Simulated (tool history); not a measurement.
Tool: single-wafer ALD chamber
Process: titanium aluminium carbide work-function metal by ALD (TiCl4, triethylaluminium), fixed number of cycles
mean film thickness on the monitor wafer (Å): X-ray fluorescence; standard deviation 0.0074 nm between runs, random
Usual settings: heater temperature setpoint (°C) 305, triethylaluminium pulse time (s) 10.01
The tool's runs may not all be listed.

run,hour,heater temperature setpoint (°C),triethylaluminium pulse time (s),wafers since the last listed run,hours since the last thermocouple change,hours since the last triethylaluminium bottle change,hours since the showerhead was replaced,hours since the gauge calibration,"read-back reference wafer on the same gauge, thickness_nm",mean film thickness on the monitor wafer (Å)
1,0.0,301,10.01,0,784.9,622.5,7151.5,416.2,2.220,19.84
2,52.4,301,10.01,468,837.3,674.9,7203.9,468.6,2.221,19.77
3,79.5,301,10.01,242,864.4,702.0,7231.0,495.7,2.220,19.79
4,141.4,293,13.00,553,926.3,763.9,7292.9,557.6,2.221,19.40
5,175.6,308,10.01,305,960.5,798.1,7327.1,591.8,2.219,20.30
# hour 198.6: thermocouple changed; heater temperature recalibrated
6,223.6,308,10.01,357,25.0,846.1,7375.1,639.8,2.220,20.31
7,261.6,308,10.01,339,63.0,884.1,7413.1,677.8,2.221,20.22
8,300.9,310,10.01,351,102.3,923.4,7452.4,717.1,2.218,20.51
9,351.5,310,10.01,452,152.9,974.0,7503.0,767.7,2.220,20.50
10,413.8,299,10.01,557,215.2,1036.3,7565.3,830.0,2.218,19.41
11,450.7,299,10.01,329,252.1,1073.2,7602.2,866.9,2.221,19.41
12,488.3,305,10.01,336,289.7,1110.8,7639.8,904.5,2.220,20.01
# hour 509.5: gauge calibrated
13,523.6,300,7.60,315,325.0,1146.1,7675.1,14.1,2.219,18.64
14,731.4,305,10.01,1858,532.8,1353.9,7882.9,221.9,2.219,19.88
15,770.5,297,8.49,349,571.9,1393.0,7922.0,261.0,2.221,18.73
16,840.1,305,10.01,622,641.5,1462.6,7991.6,330.6,2.219,19.99
# hour 885.6: triethylaluminium bottle replaced
17,886.1,305,13.08,339,687.5,0.5,8037.6,376.6,2.221,20.86
18,953.5,305,13.40,602,754.9,67.9,8105.0,444.0,2.219,20.85
19,1003.0,305,10.01,442,804.4,117.4,8154.5,493.5,2.220,20.44
# hour 1017.1: showerhead replaced
# hour 1074.8: thermocouple changed; heater temperature recalibrated
20,1114.4,291,8.78,853,39.6,228.8,97.3,604.9,2.219,18.62
21,1178.5,299,11.69,573,103.7,292.9,161.4,669.0,2.218,20.04
22,1246.7,300,10.01,609,171.9,361.1,229.6,737.2,2.220,19.74

Forecast run 23:
# hour 1271.3: gauge calibrated
23,1298.5,299,8.47,463,223.7,412.9,281.4,27.2,?,?

Run 23 gave read-back reference wafer on the same gauge, thickness_nm 2.221, mean film thickness on the monitor wafer (Å) 19.10.
Were there no unlogged condition in the tool, this run, its random variation unchanged, would have produced mean film thickness on the monitor wafer (Å) 19.53.
